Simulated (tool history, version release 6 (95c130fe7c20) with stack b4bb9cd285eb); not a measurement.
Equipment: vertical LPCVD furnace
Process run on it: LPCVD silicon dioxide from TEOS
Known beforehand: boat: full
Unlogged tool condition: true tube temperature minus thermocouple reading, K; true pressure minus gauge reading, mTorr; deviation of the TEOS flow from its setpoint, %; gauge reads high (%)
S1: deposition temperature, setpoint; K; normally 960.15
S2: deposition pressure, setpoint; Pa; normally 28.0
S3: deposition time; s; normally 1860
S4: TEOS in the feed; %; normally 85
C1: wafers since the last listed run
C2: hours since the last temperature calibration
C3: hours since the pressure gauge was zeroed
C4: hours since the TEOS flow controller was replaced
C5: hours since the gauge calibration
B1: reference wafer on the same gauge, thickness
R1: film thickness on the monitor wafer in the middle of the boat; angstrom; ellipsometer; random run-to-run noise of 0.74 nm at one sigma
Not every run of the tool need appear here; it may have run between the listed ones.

{"run": 1, "hour": 0.0, "S1": 960.15, "S2": 28.0, "S3": 1860, "S4": 85, "C1": 0, "C2": 2897.2, "C3": 1523.6, "C4": 145.1, "C5": 3442.7, "B1": 163.94, "R1": 1766.4}
{"run": 2, "hour": 88.7, "S1": 960.15, "S2": 28.0, "S3": 1860, "S4": 85, "C1": 1174, "C2": 2985.9, "C3": 1612.3, "C4": 233.8, "C5": 3531.4, "B1": 164.17, "R1": 1767.3}
{"run": 3, "hour": 187.8, "S1": 960.15, "S2": 28.0, "S3": 1860, "S4": 85, "C1": 1312, "C2": 3085.0, "C3": 1711.4, "C4": 332.9, "C5": 3630.5, "B1": 163.68, "R1": 1766.7}
{"hour": 210.0, "done": "gauge calibrated"}
{"run": 4, "hour": 281.5, "S1": 960.15, "S2": 23.3, "S3": 1860, "S4": 85, "C1": 1240, "C2": 3178.7, "C3": 1805.1, "C4": 426.6, "C5": 71.5, "B1": 163.97, "R1": 1598.2}
{"run": 5, "hour": 323.2, "S1": 960.15, "S2": 23.3, "S3": 1860, "S4": 85, "C1": 552, "C2": 3220.4, "C3": 1846.8, "C4": 468.3, "C5": 113.2, "B1": 163.96, "R1": 1614.1}
{"run": 6, "hour": 426.3, "S1": 960.15, "S2": 23.3, "S3": 1860, "S4": 85, "C1": 1365, "C2": 3323.5, "C3": 1949.9, "C4": 571.4, "C5": 216.3, "B1": 164.19, "R1": 1615.7}
{"hour": 477.8, "done": "thermocouples replaced and temperature profile calibrated"}
{"run": 7, "hour": 507.3, "S1": 960.15, "S2": 28.0, "S3": 1860, "S4": 85, "C1": 754, "C2": 29.5, "C3": 2030.9, "C4": 652.4, "C5": 297.3, "B1": 163.83, "R1": 1668.6}
{"run": 8, "hour": 575.8, "S1": 960.15, "S2": 28.0, "S3": 1860, "S4": 85, "C1": 906, "C2": 98.0, "C3": 2099.4, "C4": 720.9, "C5": 365.8, "B1": 164.0, "R1": 1680.0}
{"run": 9, "hour": 683.0, "S1": 960.15, "S2": 28.0, "S3": 1860, "S4": 85, "C1": 1419, "C2": 205.2, "C3": 2206.6, "C4": 828.1, "C5": 473.0, "B1": 164.01, "R1": 1674.0}
{"run": 10, "hour": 739.0, "S1": 951.15, "S2": 34.7, "S3": 2280, "S4": 72, "C1": 741, "C2": 261.2, "C3": 2262.6, "C4": 884.1, "C5": 529.0, "B1": 163.99, "R1": 1711.2}
{"hour": 799.3, "done": "pressure gauge zeroed"}
{"run": 11, "hour": 799.8, "S1": 967.15, "S2": 28.0, "S3": 1860, "S4": 73, "C1": 487, "C2": 322.0, "C3": 0.5, "C4": 944.9, "C5": 589.8, "B1": 163.95, "R1": 1859.3}
{"run": 12, "hour": 880.0, "S1": 960.15, "S2": 28.0, "S3": 1860, "S4": 85, "C1": 1061, "C2": 402.2, "C3": 80.7, "C4": 1025.1, "C5": 670.0, "B1": 163.92, "R1": 1713.8}
{"run": 13, "hour": 960.4, "S1": 960.15, "S2": 28.0, "S3": 1170, "S4": 85, "C1": 1064, "C2": 482.6, "C3": 161.1, "C4": 1105.5, "C5": 750.4, "B1": 164.35, "R1": 1065.5}
{"run": 14, "hour": 1057.6, "S1": 948.15, "S2": 25.3, "S3": 1440, "S4": 97, "C1": 1286, "C2": 579.8, "C3": 258.3, "C4": 1202.7, "C5": 847.6, "B1": 164.02, "R1": 992.8}
{"run": 15, "hour": 1127.4, "S1": 960.15, "S2": 34.0, "S3": 1860, "S4": 85, "C1": 924, "C2": 649.6, "C3": 328.1, "C4": 1272.5, "C5": 917.4, "B1": 163.75, "R1": 1877.9}
{"run": 16, "hour": 1234.0, "S1": 960.15, "S2": 28.0, "S3": 1860, "S4": 85, "C1": 1411, "C2": 756.2, "C3": 434.7, "C4": 1379.1, "C5": 1024.0, "B1": 163.92, "R1": 1721.3}
{"run": 17, "hour": 1286.1, "S1": 960.15, "S2": 28.0, "S3": 2340, "S4": 71, "C1": 689, "C2": 808.3, "C3": 486.8, "C4": 1431.2, "C5": 1076.1, "B1": 163.91, "R1": 1976.3}
{"run": 18, "hour": 1393.4, "S1": 960.15, "S2": 28.0, "S3": 1860, "S4": 85, "C1": 1420, "C2": 915.6, "C3": 594.1, "C4": 1538.5, "C5": 1183.4, "B1": 163.86, "R1": 1719.2}
{"run": 19, "hour": 1488.5, "S1": 960.15, "S2": 28.0, "S3": 1860, "S4": 85, "C1": 1259, "C2": 1010.7, "C3": 689.2, "C4": 1633.6, "C5": 1278.5, "B1": 164.05, "R1": 1721.7}
{"run": 20, "hour": 1591.7, "S1": 960.15, "S2": 28.0, "S3": 1860, "S4": 85, "C1": 1366, "C2": 1113.9, "C3": 792.4, "C4": 1736.8, "C5": 1381.7, "B1": 163.82, "R1": 1716.9}
{"run": 21, "hour": 1727.7, "S1": 960.15, "S2": 28.0, "S3": 2250, "S4": 85, "C1": 1800, "C2": 1249.9, "C3": 928.4, "C4": 1872.8, "C5": 1517.7, "B1": 163.71, "R1": 2082.5}
{"run": 22, "hour": 1809.2, "S1": 960.15, "S2": 21.3, "S3": 1860, "S4": 81, "C1": 1079, "C2": 1331.4, "C3": 1009.9, "C4": 1954.3, "C5": 1599.2, "B1": 163.86, "R1": 1475.8}
{"run": 23, "hour": 1894.8, "S1": 960.15, "S2": 28.0, "S3": 1860, "S4": 85, "C1": 1133, "C2": 1417.0, "C3": 1095.5, "C4": 2039.9, "C5": 1684.8, "B1": 164.09, "R1": 1722.3}
{"run": 24, "hour": 1985.0, "S1": 960.15, "S2": 28.0, "S3": 1860, "S4": 85, "C1": 1194, "C2": 1507.2, "C3": 1185.7, "C4": 2130.1, "C5": 1775.0, "B1": 163.97, "R1": 1746.8}
{"run": 25, "hour": 2088.1, "S1": 960.15, "S2": 28.0, "S3": 1860, "S4": 85, "C1": 1365, "C2": 1610.3, "C3": 1288.8, "C4": 2233.2, "C5": 1878.1, "B1": 163.61, "R1": 1740.0}
{"run": 26, "hour": 2195.0, "S1": 970.15, "S2": 34.7, "S3": 2250, "S4": 79, "C1": 1415, "C2": 1717.2, "C3": 1395.7, "C4": 2340.1, "C5": 1985.0, "B1": 164.23, "R1": 2865.1}
{"hour": 2252.6, "done": "TEOS flow controller replaced"}
{"run": 27, "hour": 2271.1, "S1": 952.15, "S2": 23.3, "S3": 2580, "S4": 79, "C1": 689, "C2": 1793.3, "C3": 1471.8, "C4": 18.5, "C5": 2061.1, "B1": 163.89, "R1": 1763.2}
{"run": 28, "hour": 2320.0, "S1": 954.15, "S2": 31.3, "S3": 2340, "S4": 85, "C1": 647, "C2": 1842.2, "C3": 1520.7, "C4": 67.4, "C5": 2110.0, "B1": 163.77, "R1": 2012.6}
{"run": 29, "hour": 2362.8, "S1": 948.15, "S2": 24.7, "S3": 1860, "S4": 85, "C1": 566, "C2": 1885.0, "C3": 1563.5, "C4": 110.2, "C5": 2152.8, "B1": 163.84, "R1": 1228.2}
{"run": 30, "hour": 2432.5, "S1": 960.15, "S2": 34.0, "S3": 1860, "S4": 85, "C1": 922, "C2": 1954.7, "C3": 1633.2, "C4": 179.9, "C5": 2222.5, "B1": 164.0, "R1": 1917.6}
{"run": 31, "hour": 2469.1, "S1": 960.15, "S2": 28.0, "S3": 1320, "S4": 92, "C1": 484, "C2": 1991.3, "C3": 1669.8, "C4": 216.5, "C5": 2259.1, "B1": 163.97, "R1": 1290.5}

Each row is a separate what-if for the run after 31, all from the same tool condition, not one after another. Results?
{"run": "A", "hour": 2474.0, "S1": 960.15, "S2": 28.0, "S3": 1860, "S4": 79, "C1": 64, "C2": 1996.2, "C3": 1674.7, "C4": 221.4, "C5": 2264.0, "B1": "?", "R1": "?"}
{"run": "B", "hour": 2474.0, "S1": 964.15, "S2": 24.0, "S3": 1860, "S4": 85, "C1": 64, "C2": 1996.2, "C3": 1674.7, "C4": 221.4, "C5": 2264.0, "B1": "?", "R1": "?"}
{"run": "C", "hour": 2474.0, "S1": 950.15, "S2": 28.0, "S3": 2550, "S4": 85, "C1": 64, "C2": 1996.2, "C3": 1674.7, "C4": 221.4, "C5": 2264.0, "B1": "?", "R1": "?"}
{"run": "D", "hour": 2474.0, "S1": 960.15, "S2": 28.0, "S3": 2310, "S4": 85, "C1": 64, "C2": 1996.2, "C3": 1674.7, "C4": 221.4, "C5": 2264.0, "B1": "?", "R1": "?"}

run=A B1=164.09 R1=1677.9
run=B B1=164.09 R1=1771.5
run=C B1=164.09 R1=1876.0
run=D B1=164.09 R1=2161.5
Take away the tool's hidden state, keep each run's random variation, and the runs would have read:
run=A R1=1599.5
run=B R1=1689.5
run=C R1=1786.5
run=D R1=2060.5
